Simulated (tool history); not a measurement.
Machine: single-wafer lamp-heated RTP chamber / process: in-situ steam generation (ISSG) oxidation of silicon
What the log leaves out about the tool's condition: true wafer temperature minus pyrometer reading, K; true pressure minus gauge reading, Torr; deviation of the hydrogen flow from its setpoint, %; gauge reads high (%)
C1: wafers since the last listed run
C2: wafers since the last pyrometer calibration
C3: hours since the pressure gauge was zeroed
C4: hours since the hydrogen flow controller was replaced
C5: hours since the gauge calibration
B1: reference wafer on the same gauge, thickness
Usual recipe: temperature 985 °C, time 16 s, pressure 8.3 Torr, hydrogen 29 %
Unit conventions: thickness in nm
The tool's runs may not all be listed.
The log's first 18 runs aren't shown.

{"hour": 1157.4, "done": "pyrometer window cleaned and pyrometer calibrated"}
{"run": 19, "hour": 1175.8, "temperature": 985, "time": 14, "pressure": 8.3, "hydrogen": 29, "C1": 595, "C2": 205, "C3": 1582.9, "C4": 152.7, "C5": 694.8, "B1": 5.06, "thickness": 5.046}
{"run": 20, "hour": 1213.6, "temperature": 985, "time": 21, "pressure": 7.8, "hydrogen": 21, "C1": 420, "C2": 625, "C3": 1620.7, "C4": 190.5, "C5": 732.6, "B1": 5.061, "thickness": 5.562}
{"run": 21, "hour": 1256.8, "temperature": 977, "time": 19, "pressure": 8.3, "hydrogen": 29, "C1": 480, "C2": 1106, "C3": 1663.9, "C4": 233.7, "C5": 775.8, "B1": 5.062, "thickness": 5.549}
{"run": 22, "hour": 1313.2, "temperature": 985, "time": 18, "pressure": 8.3, "hydrogen": 24, "C1": 627, "C2": 1734, "C3": 1720.3, "C4": 290.1, "C5": 832.2, "B1": 5.058, "thickness": 5.349}
{"run": 23, "hour": 1393.7, "temperature": 968, "time": 13, "pressure": 9.5, "hydrogen": 20, "C1": 895, "C2": 2629, "C3": 1800.8, "C4": 370.6, "C5": 912.7, "B1": 5.059, "thickness": 4.165}
{"run": 24, "hour": 1472.3, "temperature": 985, "time": 16, "pressure": 8.3, "hydrogen": 20, "C1": 874, "C2": 3504, "C3": 1879.4, "C4": 449.2, "C5": 991.3, "B1": 5.064, "thickness": 4.897}
{"run": 25, "hour": 1567.5, "temperature": 985, "time": 16, "pressure": 8.3, "hydrogen": 29, "C1": 1059, "C2": 4564, "C3": 1974.6, "C4": 544.4, "C5": 1086.5, "B1": 5.061, "thickness": 5.366}
{"run": 26, "hour": 1613.8, "temperature": 985, "time": 16, "pressure": 8.3, "hydrogen": 29, "C1": 515, "C2": 5079, "C3": 2020.9, "C4": 590.7, "C5": 1132.8, "B1": 5.057, "thickness": 5.36}
{"run": 27, "hour": 1668.2, "temperature": 990, "time": 16, "pressure": 9.7, "hydrogen": 24, "C1": 605, "C2": 5684, "C3": 2075.3, "C4": 645.1, "C5": 1187.2, "B1": 5.058, "thickness": 5.118}
{"run": 28, "hour": 1743.9, "temperature": 999, "time": 10, "pressure": 7.4, "hydrogen": 22, "C1": 842, "C2": 6527, "C3": 2151.0, "C4": 720.8, "C5": 1262.9, "B1": 5.063, "thickness": 4.319}
{"hour": 1785.8, "done": "pyrometer window cleaned and pyrometer calibrated"}
{"run": 29, "hour": 1811.0, "temperature": 966, "time": 12, "pressure": 7.2, "hydrogen": 19, "C1": 657, "C2": 280, "C3": 2218.1, "C4": 787.9, "C5": 1330.0, "B1": 5.065, "thickness": 4.033}
{"run": 30, "hour": 1849.3, "temperature": 985, "time": 16, "pressure": 8.3, "hydrogen": 29, "C1": 426, "C2": 706, "C3": 2256.4, "C4": 826.2, "C5": 1368.3, "B1": 5.059, "thickness": 5.349}

Here are 5 independent what-if runs from the current tool condition. What would each one return?
{"run": "A", "hour": 1849.7, "temperature": 985, "time": 16, "pressure": 8.3, "hydrogen": 29, "C1": 4, "C2": 711, "C3": 2256.8, "C4": 826.6, "C5": 1368.7, "B1": "?", "thickness": "?"}
{"run": "B", "hour": 1849.7, "temperature": 1002, "time": 16, "pressure": 8.3, "hydrogen": 23, "C1": 4, "C2": 711, "C3": 2256.8, "C4": 826.6, "C5": 1368.7, "B1": "?", "thickness": "?"}
{"run": "C", "hour": 1849.7, "temperature": 967, "time": 16, "pressure": 7.8, "hydrogen": 23, "C1": 4, "C2": 711, "C3": 2256.8, "C4": 826.6, "C5": 1368.7, "B1": "?", "thickness": "?"}
{"run": "D", "hour": 1849.7, "temperature": 985, "time": 10, "pressure": 8.3, "hydrogen": 24, "C1": 4, "C2": 711, "C3": 2256.8, "C4": 826.6, "C5": 1368.7, "B1": "?", "thickness": "?"}
{"run": "E", "hour": 1849.7, "temperature": 995, "time": 20, "pressure": 9.8, "hydrogen": 20, "C1": 4, "C2": 711, "C3": 2256.8, "C4": 826.6, "C5": 1368.7, "B1": "?", "thickness": "?"}

run=A B1=5.058 thickness=5.337
run=B B1=5.058 thickness=5.354
run=C B1=5.058 thickness=4.754
run=D B1=5.058 thickness=4.195
run=E B1=5.058 thickness=5.480
With no hidden state in the tool, these same runs would have given:
run=A thickness=5.334
run=B thickness=5.351
run=C thickness=4.752
run=D thickness=4.193
run=E thickness=5.477
